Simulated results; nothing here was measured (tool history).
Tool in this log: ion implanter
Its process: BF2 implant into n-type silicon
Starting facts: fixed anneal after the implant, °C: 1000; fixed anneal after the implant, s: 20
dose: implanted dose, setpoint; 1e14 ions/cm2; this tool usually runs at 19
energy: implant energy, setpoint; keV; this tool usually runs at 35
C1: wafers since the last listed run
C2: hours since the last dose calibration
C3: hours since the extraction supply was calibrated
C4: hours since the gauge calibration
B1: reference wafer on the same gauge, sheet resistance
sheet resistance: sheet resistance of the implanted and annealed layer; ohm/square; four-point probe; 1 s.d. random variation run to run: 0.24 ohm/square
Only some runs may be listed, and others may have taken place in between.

run 1 hour=0 | dose=19 energy=35 | C1=0 C2=461.6 C3=2564.6 C4=771.1 | B1=111.98 | sheet_resistance=124.76
run 2 hour=52.9 | dose=19 energy=35 | C1=1778 C2=514.5 C3=2617.5 C4=824 | B1=111.93 | sheet_resistance=124.9
run 3 hour=122.8 | dose=19 energy=35 | C1=2350 C2=584.4 C3=2687.4 C4=893.9 | B1=111.97 | sheet_resistance=125.21
run 4 hour=159.9 | dose=19 energy=35 | C1=1247 C2=621.5 C3=2724.5 C4=931 | B1=111.96 | sheet_resistance=124.96
run 5 hour=188.7 | dose=14.51 energy=40 | C1=968 C2=650.3 C3=2753.3 C4=959.8 | B1=111.99 | sheet_resistance=122.32
run 6 hour=214.7 | dose=14.51 energy=40 | C1=874 C2=676.3 C3=2779.3 C4=985.8 | B1=111.95 | sheet_resistance=121.7
run 7 hour=282.7 | dose=19 energy=35 | C1=2286 C2=744.3 C3=2847.3 C4=1053.8 | B1=111.91 | sheet_resistance=124.78
run 8 hour=312.9 | dose=19 energy=35 | C1=1015 C2=774.5 C3=2877.5 C4=1084 | B1=111.92 | sheet_resistance=124.68
run 9 hour=448.3 | dose=19 energy=35 | C1=4553 C2=909.9 C3=3012.9 C4=1219.4 | B1=111.99 | sheet_resistance=124.87
run 10 hour=494 | dose=14.7 energy=35 | C1=1536 C2=955.6 C3=3058.6 C4=1265.1 | B1=112.1 | sheet_resistance=130.22
run 11 hour=545.1 | dose=14.7 energy=35 | C1=1718 C2=1006.7 C3=3109.7 C4=1316.2 | B1=112.05 | sheet_resistance=129.46
run 12 hour=576.6 | dose=19 energy=35 | C1=1059 C2=1038.2 C3=3141.2 C4=1347.7 | B1=112.03 | sheet_resistance=124.63
run 13 hour=625.8 | dose=19 energy=35 | C1=1654 C2=1087.4 C3=3190.4 C4=1396.9 | B1=111.91 | sheet_resistance=124.3
run 14 hour=659.7 | dose=19 energy=35 | C1=1140 C2=1121.3 C3=3224.3 C4=1430.8 | B1=112.05 | sheet_resistance=124.84
run 15 hour=692.7 | dose=19 energy=35 | C1=1109 C2=1154.3 C3=3257.3 C4=1463.8 | B1=111.94 | sheet_resistance=124.51
run 16 hour=729.4 | dose=19 energy=35 | C1=1234 C2=1191 C3=3294 C4=1500.5 | B1=112.05 | sheet_resistance=124.14
run 17 hour=893.6 | dose=19 energy=35 | C1=5521 C2=1355.2 C3=3458.2 C4=1664.7 | B1=111.98 | sheet_resistance=124.49
run 18 hour=957 | dose=19 energy=35 | C1=2132 C2=1418.6 C3=3521.6 C4=1728.1 | B1=111.99 | sheet_resistance=124.35
-- hour=999.6 extraction supply calibrated
run 19 hour=1009 | dose=19 energy=35 | C1=1479 C2=1470.6 C3=9.4 C4=1780.1 | B1=112.04 | sheet_resistance=126.66
-- hour=1019.1 Faraday cup replaced and dose calibrated
run 20 hour=1087.1 | dose=13.79 energy=47 | C1=2357 C2=68 C3=87.5 C4=1858.2 | B1=111.98 | sheet_resistance=116
run 21 hour=1148 | dose=21.68 energy=32 | C1=2048 C2=128.9 C3=148.4 C4=1919.1 | B1=112.06 | sheet_resistance=130.89
run 22 hour=1186.2 | dose=13.7 energy=26.5 | C1=1284 C2=167.1 C3=186.6 C4=1957.3 | B1=112.05 | sheet_resistance=151.9
run 23 hour=1224.6 | dose=21.9 energy=26.5 | C1=1291 C2=205.5 C3=225 C4=1995.7 | B1=112.09 | sheet_resistance=143.75
-- hour=1256.7 gauge calibrated
run 24 hour=1295.4 | dose=15.29 energy=43.5 | C1=2380 C2=276.3 C3=295.8 C4=38.7 | B1=111.94 | sheet_resistance=116.81
run 25 hour=1363.5 | dose=20.81 energy=35 | C1=2290 C2=344.4 C3=363.9 C4=106.8 | B1=111.87 | sheet_resistance=125.24
run 26 hour=1430.4 | dose=19 energy=35 | C1=2249 C2=411.3 C3=430.8 C4=173.7 | B1=111.99 | sheet_resistance=125.69
run 27 hour=1474.9 | dose=19 energy=35 | C1=1496 C2=455.8 C3=475.3 C4=218.2 | B1=112.05 | sheet_resistance=125.52
run 28 hour=1521.9 | dose=19 energy=35 | C1=1580 C2=502.8 C3=522.3 C4=265.2 | B1=111.88 | sheet_resistance=126.57
run 29 hour=1555.4 | dose=19 energy=41 | C1=1126 C2=536.3 C3=555.8 C4=298.7 | B1=112.08 | sheet_resistance=115.73
run 30 hour=1603.3 | dose=14.25 energy=27 | C1=1610 C2=584.2 C3=603.7 C4=346.6 | B1=112.06 | sheet_resistance=149.21
run 31 hour=1652.9 | dose=21.08 energy=25.5 | C1=1668 C2=633.8 C3=653.3 C4=396.2 | B1=112.07 | sheet_resistance=146.69
run 32 hour=1686 | dose=15.05 energy=30.5 | C1=1113 C2=666.9 C3=686.4 C4=429.3 | B1=111.94 | sheet_resistance=139.52
run 33 hour=1725.1 | dose=15.48 energy=35 | C1=1314 C2=706 C3=725.5 C4=468.4 | B1=112.07 | sheet_resistance=129.45
run 34 hour=1794.1 | dose=19 energy=40.5 | C1=2320 C2=775 C3=794.5 C4=537.4 | B1=112.08 | sheet_resistance=116.67
run 35 hour=1827 | dose=21.71 energy=26 | C1=1106 C2=807.9 C3=827.4 C4=570.3 | B1=111.95 | sheet_resistance=144.47
run 36 hour=1856 | dose=20.5 energy=23 | C1=975 C2=836.9 C3=856.4 C4=599.3 | B1=112.02 | sheet_resistance=153.89

Alternative continuations, all from the tool just after run 36; predict every row:
run A hour=1856.4 | dose=19 energy=35 | C1=13 C2=837.3 C3=856.8 C4=599.7 | B1=? | sheet_resistance=?
run B hour=1856.4 | dose=14.26 energy=35 | C1=13 C2=837.3 C3=856.8 C4=599.7 | B1=? | sheet_resistance=?
run C hour=1856.4 | dose=22.7 energy=30 | C1=13 C2=837.3 C3=856.8 C4=599.7 | B1=? | sheet_resistance=?

run=A B1=111.98 sheet_resistance=125.63
run=B B1=111.98 sheet_resistance=131.53
run=C B1=111.98 sheet_resistance=134
Stripped of hidden state, with their random variation kept, the same runs would have yielded:
run=A sheet_resistance=126.36
run=B sheet_resistance=132.24
run=C sheet_resistance=134.76
